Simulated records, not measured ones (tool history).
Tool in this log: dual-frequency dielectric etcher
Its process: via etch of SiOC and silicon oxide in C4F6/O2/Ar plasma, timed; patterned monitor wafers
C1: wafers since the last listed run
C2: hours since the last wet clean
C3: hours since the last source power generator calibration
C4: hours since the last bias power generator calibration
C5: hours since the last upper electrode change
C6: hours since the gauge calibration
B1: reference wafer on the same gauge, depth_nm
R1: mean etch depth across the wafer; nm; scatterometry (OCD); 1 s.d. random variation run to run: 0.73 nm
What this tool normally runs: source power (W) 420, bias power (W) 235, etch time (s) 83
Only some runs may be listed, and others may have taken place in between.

run 1 day=0 | source_power_(W)=420 bias_power_(W)=235 etch_time_(s)=83 | C1=0 C2=229.7 C3=4711.2 C4=4720.6 C5=5874.8 C6=261 | B1=128.1 | R1=114
run 2 day=0.696 | source_power_(W)=420 bias_power_(W)=235 etch_time_(s)=83 | C1=247 C2=246.4 C3=4727.9 C4=4737.3 C5=5891.5 C6=277.7 | B1=128.4 | R1=114.1
run 3 day=1.179 | source_power_(W)=350 bias_power_(W)=235 etch_time_(s)=83 | C1=171 C2=258 C3=4739.5 C4=4748.9 C5=5903.1 C6=289.3 | B1=128.1 | R1=107.9
run 4 day=1.442 | source_power_(W)=350 bias_power_(W)=235 etch_time_(s)=83 | C1=93 C2=264.3 C3=4745.8 C4=4755.2 C5=5909.4 C6=295.6 | B1=127.9 | R1=107.3
run 5 day=1.833 | source_power_(W)=420 bias_power_(W)=235 etch_time_(s)=83 | C1=139 C2=273.7 C3=4755.2 C4=4764.6 C5=5918.8 C6=305 | B1=127.8 | R1=113.7
run 6 day=3.704 | source_power_(W)=420 bias_power_(W)=235 etch_time_(s)=83 | C1=665 C2=318.6 C3=4800.1 C4=4809.5 C5=5963.7 C6=349.9 | B1=127.7 | R1=111.2
run 7 day=4.342 | source_power_(W)=420 bias_power_(W)=235 etch_time_(s)=83 | C1=226 C2=333.9 C3=4815.4 C4=4824.8 C5=5979 C6=365.2 | B1=127.8 | R1=113.1
run 8 day=4.654 | source_power_(W)=420 bias_power_(W)=235 etch_time_(s)=83 | C1=111 C2=341.4 C3=4822.9 C4=4832.3 C5=5986.5 C6=372.7 | B1=128.2 | R1=113
-- day=4.767 gauge calibrated
run 9 day=5.342 | source_power_(W)=500 bias_power_(W)=235 etch_time_(s)=83 | C1=244 C2=357.9 C3=4839.4 C4=4848.8 C5=6003 C6=13.8 | B1=127.8 | R1=117.4
run 10 day=5.996 | source_power_(W)=500 bias_power_(W)=235 etch_time_(s)=83 | C1=232 C2=373.6 C3=4855.1 C4=4864.5 C5=6018.7 C6=29.5 | B1=128.2 | R1=116.6
run 11 day=6.321 | source_power_(W)=420 bias_power_(W)=235 etch_time_(s)=83 | C1=115 C2=381.4 C3=4862.9 C4=4872.3 C5=6026.5 C6=37.3 | B1=127.7 | R1=111.9
run 12 day=6.633 | source_power_(W)=420 bias_power_(W)=235 etch_time_(s)=69.5 | C1=111 C2=388.9 C3=4870.4 C4=4879.8 C5=6034 C6=44.8 | B1=128.1 | R1=93.9
run 13 day=6.925 | source_power_(W)=420 bias_power_(W)=235 etch_time_(s)=69.5 | C1=103 C2=395.9 C3=4877.4 C4=4886.8 C5=6041 C6=51.8 | B1=128.2 | R1=93.4
-- day=7.388 source power generator calibrated
run 14 day=7.412 | source_power_(W)=420 bias_power_(W)=235 etch_time_(s)=69.5 | C1=114 C2=407.6 C3=0.6 C4=4898.5 C5=6052.7 C6=63.5 | B1=127.6 | R1=92.5
-- day=8.646 bias power generator calibrated
-- day=8.675 upper electrode replaced, of another model than before
run 15 day=8.696 | source_power_(W)=500 bias_power_(W)=235 etch_time_(s)=61.5 | C1=386 C2=438.4 C3=31.4 C4=1.2 C5=0.5 C6=94.3 | B1=128.1 | R1=83.7
run 16 day=8.712 | source_power_(W)=420 bias_power_(W)=235 etch_time_(s)=83 | C1=5 C2=438.8 C3=31.8 C4=1.6 C5=0.9 C6=94.7 | B1=128.4 | R1=109.7
run 17 day=8.725 | source_power_(W)=460 bias_power_(W)=184 etch_time_(s)=70.5 | C1=4 C2=439.1 C3=32.1 C4=1.9 C5=1.2 C6=95 | B1=127.7 | R1=91.3
run 18 day=9.196 | source_power_(W)=370 bias_power_(W)=290 etch_time_(s)=83 | C1=167 C2=450.4 C3=43.4 C4=13.2 C5=12.5 C6=106.3 | B1=127.9 | R1=114
run 19 day=9.908 | source_power_(W)=460 bias_power_(W)=287 etch_time_(s)=61.5 | C1=253 C2=467.5 C3=60.5 C4=30.3 C5=29.6 C6=123.4 | B1=128.2 | R1=86.7
-- day=11.067 wet clean of the chamber
run 20 day=11.088 | source_power_(W)=420 bias_power_(W)=235 etch_time_(s)=101.5 | C1=63 C2=0.5 C3=88.8 C4=58.6 C5=57.9 C6=151.7 | B1=128 | R1=142.1
run 21 day=11.1 | source_power_(W)=420 bias_power_(W)=250 etch_time_(s)=76.5 | C1=4 C2=0.8 C3=89.1 C4=58.9 C5=58.2 C6=152 | B1=127.8 | R1=108.8
run 22 day=11.546 | source_power_(W)=420 bias_power_(W)=235 etch_time_(s)=83 | C1=158 C2=11.5 C3=99.8 C4=69.6 C5=68.9 C6=162.7 | B1=127.8 | R1=115.2
run 23 day=11.854 | source_power_(W)=420 bias_power_(W)=235 etch_time_(s)=72 | C1=109 C2=18.9 C3=107.2 C4=77 C5=76.3 C6=170.1 | B1=127.6 | R1=100.7
run 24 day=12.229 | source_power_(W)=370 bias_power_(W)=260 etch_time_(s)=65.5 | C1=133 C2=27.9 C3=116.2 C4=86 C5=85.3 C6=179.1 | B1=128.1 | R1=90.5
run 25 day=12.612 | source_power_(W)=420 bias_power_(W)=235 etch_time_(s)=60 | C1=136 C2=37.1 C3=125.4 C4=95.2 C5=94.5 C6=188.3 | B1=128.3 | R1=83.4
run 26 day=13.079 | source_power_(W)=480 bias_power_(W)=235 etch_time_(s)=102.5 | C1=165 C2=48.3 C3=136.6 C4=106.4 C5=105.7 C6=199.5 | B1=127.8 | R1=143.9
run 27 day=13.542 | source_power_(W)=360 bias_power_(W)=286 etch_time_(s)=96.5 | C1=164 C2=59.4 C3=147.7 C4=117.5 C5=116.8 C6=210.6 | B1=127.8 | R1=133.6
run 28 day=13.933 | source_power_(W)=420 bias_power_(W)=235 etch_time_(s)=83 | C1=139 C2=68.8 C3=157.1 C4=126.9 C5=126.2 C6=220 | B1=128.1 | R1=114.5
run 29 day=14.325 | source_power_(W)=420 bias_power_(W)=235 etch_time_(s)=69.5 | C1=139 C2=78.2 C3=166.5 C4=136.3 C5=135.6 C6=229.4 | B1=128 | R1=95

Subtracting, for every run, the result it would have given without the tool's unlogged condition from the measured result gives the following. The same run-to-run variation enters both numbers; the gauge's scatter may not:
The tool's hidden condition here consists of: etch rate over this chamber's usual, %; source power that arrives over what is set, %; bias power that arrives over what is set, %; gauge reads high (%).
run=1 R1=-2.4
run=2 R1=-2.7
run=3 R1=-2.6
run=4 R1=-2.7
run=5 R1=-2.9
run=6 R1=-3.5
run=7 R1=-3.7
run=8 R1=-3.8
run=9 R1=-4.1
run=10 R1=-4.3
run=11 R1=-4.3
run=12 R1=-3.7
run=13 R1=-3.7
run=14 R1=-3.8
run=15 R1=-3.7
run=16 R1=-4.9
run=17 R1=-4
run=18 R1=-5.2
run=19 R1=-4.2
run=20 R1=-0.2
run=21 R1=-0.1
run=22 R1=-0.3
run=23 R1=-0.3
run=24 R1=-0.3
run=25 R1=-0.4
run=26 R1=-0.9
run=27 R1=-1
run=28 R1=-0.9
run=29 R1=-0.9
